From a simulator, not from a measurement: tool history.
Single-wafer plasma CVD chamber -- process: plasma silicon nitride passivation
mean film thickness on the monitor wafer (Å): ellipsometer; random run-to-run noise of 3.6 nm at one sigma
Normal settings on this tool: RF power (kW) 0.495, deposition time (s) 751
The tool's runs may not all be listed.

run   hour  RF power (kW)  deposition time (s)  read-back reference wafer on the same gauge, thickness_nm  mean film thickness on the monitor wafer (Å)
  1      0           0.53                  838                                                    1172.64                                      14016.49
  2   56.7           0.53                  838                                                   1172.949                                      14014.82
  3  104.7           0.47                  751                                                   1174.343                                      11879.45
       132  -- gauge calibrated
  4  158.3           0.47                  751                                                   1143.309                                       11542.6
  5  192.7           0.47                  751                                                   1148.526                                       11624.1
  6  312.3          0.495                  751                                                   1160.128                                      12062.64
  7  358.4          0.495                  751                                                   1159.989                                      12015.76
     393.7  -- showerhead replaced
  8  411.2          0.495                  751                                                   1164.928                                      12114.49
  9  476.5          0.535                  697                                                   1166.327                                      11671.63
 10    530          0.495                  635                                                   1167.221                                      10243.62
 11  557.7          0.495                  635                                                   1167.615                                      10246.46
 12  629.1            0.4                  805                                                   1171.614                                      11656.37
 13  679.2          0.495                  751                                                   1170.638                                       12086.6
     717.8  -- RF generator calibrated
 14  718.3          0.565                  831                                                   1171.253                                      14233.74
 15    758          0.425                  810                                                   1171.643                                      12062.91

Predict the results of run 16:
     771.9  -- gauge calibrated
 16   793          0.525                  855                                                          ?                                             ?

read-back reference wafer on the same gauge, thickness_nm: 1150.701
mean film thickness on the monitor wafer (Å): 13942.42
With the hidden condition absent and the run-to-run variation left alone, this run would have shown mean film thickness on the monitor wafer (Å) 13812.93.

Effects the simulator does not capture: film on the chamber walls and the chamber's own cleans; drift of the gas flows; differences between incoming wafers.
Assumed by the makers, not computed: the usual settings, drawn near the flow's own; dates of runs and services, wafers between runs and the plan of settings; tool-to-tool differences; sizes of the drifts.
